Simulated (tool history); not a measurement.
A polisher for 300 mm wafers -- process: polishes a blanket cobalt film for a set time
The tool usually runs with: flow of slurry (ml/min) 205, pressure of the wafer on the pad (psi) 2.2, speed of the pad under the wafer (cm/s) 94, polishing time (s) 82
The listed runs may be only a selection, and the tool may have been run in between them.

run	hour	flow of slurry (ml/min)	pressure of the wafer on the pad (psi)	speed of the pad under the wafer (cm/s)	polishing time (s)	wafers since the last listed run	wafers polished on this pad	hours since the slurry nozzle was cleaned	hours since the head pressure was calibrated	incoming thickness of the incoming film, nm	film removed (angstrom)
1	0	205	2.2	94	82	0	623	80.2	507.8	1585.4	4050
2	8.5	205	2.2	94	82	97	721	88.7	516.3	1602.2	4046
3	19.5	205	2.2	94	82	126	847	99.7	527.3	1589.3	4006
4	29.3	205	2.2	94	82	112	960	109.5	537.1	1583.3	3979
5	35.5	205	2.2	94	82	71	1031	115.7	543.3	1599.3	3976
6	46.9	205	2.5	94	82	131	1162	127.1	554.7	1575.3	4411
7	62.9	205	2.5	94	82	183	1346	143.1	570.7	1595.3	4385
# hour 68.6: worn pad replaced by a new one
8	75.4	205	2.2	94	82	97	78	155.6	583.2	1622.8	4277
9	85.8	205	2.2	94	82	119	198	166	593.6	1589.7	4153
10	94.4	205	2.2	94	82	98	297	174.6	602.2	1581.4	4182
11	103.6	205	2.2	94	82	105	402	183.8	611.4	1600.1	4137
12	120.1	205	2.2	94	82	189	592	200.3	627.9	1602.9	4041
# hour 130.6: slurry nozzle cleaned
13	133.5	205	2.2	94	82	142	735	2.9	641.3	1587.8	3999
14	139.7	205	2.2	94	82	71	806	9.1	647.5	1600.3	4010
15	155.4	205	2.2	94	82	180	986	24.8	663.2	1584.2	3940
16	165.6	235	1.9	106	100	117	1104	35	673.4	1617.5	4865
17	178.3	205	2.2	112	66	145	1250	47.7	686.1	1621.9	3799
18	185.3	235	2.2	94	82	80	1330	54.7	693.1	1597.9	4049
# hour 188.9: head pressure recalibrated
# hour 190.9: worn pad replaced by a new one
19	202.4	205	2.9	94	82	150	132	71.8	13.5	1591	5460
20	219.9	175	2.6	94	82	201	333	89.3	31	1603.7	4614
21	235.2	205	2.4	94	82	175	509	104.6	46.3	1588	4401
22	244.9	205	2.2	94	82	111	620	114.3	56	1568.9	4044
23	256	225	2.5	94	82	127	748	125.4	67.1	1571.9	4463
24	266.5	140	2.2	74	82	120	869	135.9	77.6	1576.5	2938
25	277.3	180	1.7	94	82	124	993	146.7	88.4	1594.3	3171
26	288	205	2.2	94	82	123	1116	157.4	99.1	1602.8	3968
27	295.6	205	2.2	94	65	87	1203	165	106.7	1568.6	3170
# hour 311.8: worn pad replaced by a new one
28	345.1	205	2.2	74	54	523	383	214.5	156.2	1607.2	2123
29	353.8	205	2.2	94	56	100	483	223.2	164.9	1567.8	2755
30	359.8	205	2.2	62	82	68	552	229.2	170.9	1583	2652
31	370.2	205	2.2	94	82	119	671	239.6	181.3	1604.2	3993

Hidden state, per run?
slurry flow missing at the pad, %: 0 on each run
deviation of the head's pressure from its setpoint, %: 0 on each run
H1: removal rate lost through wear of the pad, %
run	H1
1	8.09
2	8.52
3	8.95
4	9.23
5	9.38
6	9.6
7	9.81
8	2.8
9	4.61
10	5.77
11	6.76
12	8.01
13	8.69
14	8.94
15	9.4
16	9.61
17	9.8
18	9.89
19	3.04
20	5.5
21	6.89
22	7.51
23	8.06
24	8.45
25	8.75
26	8.97
27	9.09
28	6.25
29	7.02
30	7.45
31	8.06
